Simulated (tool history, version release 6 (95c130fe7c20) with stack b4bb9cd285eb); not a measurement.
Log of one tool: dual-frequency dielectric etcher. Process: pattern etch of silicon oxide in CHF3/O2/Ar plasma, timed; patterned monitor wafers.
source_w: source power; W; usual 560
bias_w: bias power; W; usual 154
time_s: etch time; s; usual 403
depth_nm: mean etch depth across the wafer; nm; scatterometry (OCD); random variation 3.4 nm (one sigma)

run,hour,source_w,bias_w,time_s,"read-back reference wafer on the same gauge, depth_nm",depth_nm
1,0,560,154,403,801.3,812.9
2,44.3,560,154,403,802.2,813.2
3,101.9,560,154,336,801.8,681.6
4,136.9,560,126,459,800.3,842.3
# hour 220.7: wet clean of the chamber
5,221.2,560,154,403,800.4,852.1
6,257.3,600,154,403,799.3,867.4
7,290.1,600,154,403,801.1,867.2
8,323.7,480,154,403,800.9,804.5
# hour 370.8: wet clean of the chamber, repeated, since the last time left the tool worse
# hour 479.2: upper electrode replaced
9,479.7,560,165,403,800.8,841.3
10,488,560,165,403,800.4,838.1
# hour 531.8: gauge calibrated
11,556.6,430,154,403,801.9,741.3
12,589.4,670,144,446,799.4,927.4
13,659.1,520,154,403,802.2,800.8
# hour 756.2: wet clean of the chamber
14,756.7,450,173,354,800,698.5
# hour 762.1: source power generator calibrated
15,786,560,154,403,801,805.7
# hour 822.6: bias power generator calibrated
16,834,560,154,403,800.2,809.9
17,876.5,470,154,403,802.1,765.7
18,1016.9,560,190,443.5,800.5,1006.7
19,1055.7,510,182,348,801,748.8
20,1120.5,560,167,511.5,800.9,1091
# hour 1155.9: wet clean of the chamber
21,1180.9,600,188,456.5,799.8,1037.6

4 ways to go on from here, each from the tool as it stands after run 21. What would each give?
A,1181.4,560,186,403,?,?
B,1181.4,440,171,403,?,?
C,1181.4,640,154,403,?,?
D,1181.4,450,132,343,?,?

run,"read-back reference wafer on the same gauge, depth_nm",depth_nm
A,800.4,878.2
B,800.4,776.8
C,800.4,834.8
D,800.4,579.9
Without the tool's hidden state the same runs would have given:
run,depth_nm
A,877.8
B,776.4
C,834.4
D,579.6
